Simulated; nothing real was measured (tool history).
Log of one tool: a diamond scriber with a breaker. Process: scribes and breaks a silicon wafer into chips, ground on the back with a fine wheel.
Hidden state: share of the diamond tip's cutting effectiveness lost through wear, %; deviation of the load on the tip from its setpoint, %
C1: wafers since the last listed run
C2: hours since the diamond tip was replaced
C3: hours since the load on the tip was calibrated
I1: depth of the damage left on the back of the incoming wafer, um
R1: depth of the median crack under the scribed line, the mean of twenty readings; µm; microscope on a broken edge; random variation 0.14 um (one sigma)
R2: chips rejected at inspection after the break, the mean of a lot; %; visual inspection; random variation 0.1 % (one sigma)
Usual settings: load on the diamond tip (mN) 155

{"run": 1, "hour": 0.0, "load on the diamond tip (mN)": 187, "C1": 0, "C2": 817.8, "C3": 143.4, "I1": 1.75, "R1": 9.36, "R2": 1.45}
{"run": 2, "hour": 95.2, "load on the diamond tip (mN)": 187, "C1": 320, "C2": 913.0, "C3": 238.6, "I1": 1.77, "R1": 8.95, "R2": 1.46}
{"run": 3, "hour": 170.4, "load on the diamond tip (mN)": 187, "C1": 253, "C2": 988.2, "C3": 313.8, "I1": 1.94, "R1": 8.57, "R2": 1.88}
{"hour": 206.0, "done": "diamond tip replaced by a new one"}
{"run": 4, "hour": 237.5, "load on the diamond tip (mN)": 155, "C1": 219, "C2": 31.5, "C3": 380.9, "I1": 2.17, "R1": 9.51, "R2": 2.05}
{"run": 5, "hour": 312.9, "load on the diamond tip (mN)": 184, "C1": 254, "C2": 106.9, "C3": 456.3, "I1": 1.57, "R1": 9.99, "R2": 2.17}
{"run": 6, "hour": 404.4, "load on the diamond tip (mN)": 155, "C1": 308, "C2": 198.4, "C3": 547.8, "I1": 2.61, "R1": 9.11, "R2": 3.1}
{"run": 7, "hour": 442.5, "load on the diamond tip (mN)": 155, "C1": 128, "C2": 236.5, "C3": 585.9, "I1": 2.47, "R1": 8.86, "R2": 2.67}
{"run": 8, "hour": 548.0, "load on the diamond tip (mN)": 155, "C1": 355, "C2": 342.0, "C3": 691.4, "I1": 1.53, "R1": 8.83, "R2": 1.25}
{"run": 9, "hour": 590.7, "load on the diamond tip (mN)": 174, "C1": 143, "C2": 384.7, "C3": 734.1, "I1": 2.79, "R1": 9.89, "R2": 3.46}
{"run": 10, "hour": 651.7, "load on the diamond tip (mN)": 174, "C1": 205, "C2": 445.7, "C3": 795.1, "I1": 1.85, "R1": 9.65, "R2": 1.62}
{"hour": 698.4, "done": "load on the tip recalibrated"}
{"run": 11, "hour": 750.1, "load on the diamond tip (mN)": 174, "C1": 324, "C2": 544.1, "C3": 51.7, "I1": 2.55, "R1": 9.53, "R2": 2.67}
{"run": 12, "hour": 811.0, "load on the diamond tip (mN)": 178, "C1": 205, "C2": 605.0, "C3": 112.6, "I1": 2.36, "R1": 9.4, "R2": 2.39}
{"run": 13, "hour": 855.1, "load on the diamond tip (mN)": 178, "C1": 148, "C2": 649.1, "C3": 156.7, "I1": 2.47, "R1": 9.81, "R2": 2.58}
{"run": 14, "hour": 957.1, "load on the diamond tip (mN)": 178, "C1": 343, "C2": 751.1, "C3": 258.7, "I1": 2.53, "R1": 9.31, "R2": 2.79}
{"run": 15, "hour": 1007.5, "load on the diamond tip (mN)": 176, "C1": 169, "C2": 801.5, "C3": 309.1, "I1": 2.95, "R1": 9.0, "R2": 4.4}
{"run": 16, "hour": 1050.4, "load on the diamond tip (mN)": 176, "C1": 144, "C2": 844.4, "C3": 352.0, "I1": 2.49, "R1": 9.06, "R2": 2.75}
{"hour": 1244.3, "done": "diamond tip replaced by a new one, of another model than before"}
{"run": 17, "hour": 1324.3, "load on the diamond tip (mN)": 155, "C1": 916, "C2": 80.0, "C3": 625.9, "I1": 2.6, "R1": 9.24, "R2": 2.78}
{"run": 18, "hour": 1507.3, "load on the diamond tip (mN)": 169, "C1": 616, "C2": 263.0, "C3": 808.9, "I1": 1.65, "R1": 9.7, "R2": 1.31}
{"hour": 1522.9, "done": "load on the tip recalibrated"}
{"run": 19, "hour": 1612.1, "load on the diamond tip (mN)": 169, "C1": 346, "C2": 367.8, "C3": 89.2, "I1": 2.5, "R1": 9.46, "R2": 2.55}
{"run": 20, "hour": 1712.1, "load on the diamond tip (mN)": 189, "C1": 337, "C2": 467.8, "C3": 189.2, "I1": 1.52, "R1": 9.43, "R2": 1.59}
{"run": 21, "hour": 1815.0, "load on the diamond tip (mN)": 120, "C1": 346, "C2": 570.7, "C3": 292.1, "I1": 1.88, "R1": 7.94, "R2": 4.35}
{"run": 22, "hour": 1854.4, "load on the diamond tip (mN)": 186, "C1": 132, "C2": 610.1, "C3": 331.5, "I1": 2.83, "R1": 9.69, "R2": 3.56}
{"run": 23, "hour": 1906.9, "load on the diamond tip (mN)": 119, "C1": 176, "C2": 662.6, "C3": 384.0, "I1": 2.65, "R1": 7.72, "R2": 7.59}
{"run": 24, "hour": 1957.0, "load on the diamond tip (mN)": 168, "C1": 168, "C2": 712.7, "C3": 434.1, "I1": 1.57, "R1": 9.01, "R2": 1.32}
{"run": 25, "hour": 2000.4, "load on the diamond tip (mN)": 130, "C1": 146, "C2": 756.1, "C3": 477.5, "I1": 1.78, "R1": 7.77, "R2": 4.17}
{"run": 26, "hour": 2054.8, "load on the diamond tip (mN)": 155, "C1": 183, "C2": 810.5, "C3": 531.9, "I1": 2.75, "R1": 8.71, "R2": 4.57}
{"run": 27, "hour": 2098.4, "load on the diamond tip (mN)": 200, "C1": 146, "C2": 854.1, "C3": 575.5, "I1": 2.68, "R1": 9.38, "R2": 2.93}
{"hour": 2236.3, "done": "load on the tip recalibrated"}
{"hour": 2259.3, "done": "diamond tip replaced by a new one"}
{"run": 28, "hour": 2397.7, "load on the diamond tip (mN)": 193, "C1": 995, "C2": 138.4, "C3": 161.4, "I1": 1.9, "R1": 10.0, "R2": 2.13}
{"run": 29, "hour": 2471.8, "load on the diamond tip (mN)": 116, "C1": 249, "C2": 212.5, "C3": 235.5, "I1": 2.86, "R1": 7.75, "R2": 7.76}
{"run": 30, "hour": 2512.0, "load on the diamond tip (mN)": 134, "C1": 135, "C2": 252.7, "C3": 275.7, "I1": 2.34, "R1": 8.14, "R2": 3.7}
{"run": 31, "hour": 2784.0, "load on the diamond tip (mN)": 167, "C1": 916, "C2": 524.7, "C3": 547.7, "I1": 2.01, "R1": 9.04, "R2": 1.84}
{"run": 32, "hour": 2869.0, "load on the diamond tip (mN)": 111, "C1": 286, "C2": 609.7, "C3": 632.7, "I1": 2.67, "R1": 7.52, "R2": 9.45}
{"run": 33, "hour": 2915.3, "load on the diamond tip (mN)": 175, "C1": 156, "C2": 656.0, "C3": 679.0, "I1": 2.14, "R1": 8.95, "R2": 2.15}
{"run": 34, "hour": 3005.2, "load on the diamond tip (mN)": 155, "C1": 303, "C2": 745.9, "C3": 768.9, "I1": 2.92, "R1": 8.15, "R2": 5.43}
{"run": 35, "hour": 3068.3, "load on the diamond tip (mN)": 114, "C1": 212, "C2": 809.0, "C3": 832.0, "I1": 2.47, "R1": 7.26, "R2": 9.08}
{"hour": 3091.8, "done": "load on the tip recalibrated"}
{"run": 36, "hour": 3113.2, "load on the diamond tip (mN)": 155, "C1": 144, "C2": 853.9, "C3": 21.4, "I1": 1.72, "R1": 8.24, "R2": 2.89}
{"run": 37, "hour": 3215.4, "load on the diamond tip (mN)": 155, "C1": 344, "C2": 956.1, "C3": 123.6, "I1": 2.1, "R1": 7.69, "R2": 4.58}
{"run": 38, "hour": 3270.7, "load on the diamond tip (mN)": 143, "C1": 186, "C2": 1011.4, "C3": 178.9, "I1": 2.84, "R1": 7.4, "R2": 8.52}
{"run": 39, "hour": 3334.2, "load on the diamond tip (mN)": 180, "C1": 214, "C2": 1074.9, "C3": 242.4, "I1": 2.26, "R1": 8.25, "R2": 4.13}

5 ways to go on from here, each from the tool as it stands after run 39. What would each give?
{"run": "A", "hour": 3334.8, "load on the diamond tip (mN)": 155, "C1": 2, "C2": 1075.5, "C3": 243.0, "I1": 2.9, "R1": "?", "R2": "?"}
{"run": "B", "hour": 3334.8, "load on the diamond tip (mN)": 136, "C1": 2, "C2": 1075.5, "C3": 243.0, "I1": 2.9, "R1": "?", "R2": "?"}
{"run": "C", "hour": 3334.8, "load on the diamond tip (mN)": 132, "C1": 2, "C2": 1075.5, "C3": 243.0, "I1": 2.9, "R1": "?", "R2": "?"}
{"run": "D", "hour": 3334.8, "load on the diamond tip (mN)": 142, "C1": 2, "C2": 1075.5, "C3": 243.0, "I1": 2.9, "R1": "?", "R2": "?"}
{"run": "E", "hour": 3334.8, "load on the diamond tip (mN)": 191, "C1": 2, "C2": 1075.5, "C3": 243.0, "I1": 2.9, "R1": "?", "R2": "?"}

run=A R1=7.63 R2=9.41
run=B R1=7.20 R2=12.64
run=C R1=7.11 R2=13.45
run=D R1=7.34 R2=11.52
run=E R1=8.41 R2=5.58
Without the tool's hidden state the same runs would have given:
run=A R1=9.15 R2=3.97
run=B R1=8.64 R2=4.90
run=C R1=8.53 R2=5.21
run=D R1=8.80 R2=4.51
run=E R1=10.10 R2=4.12
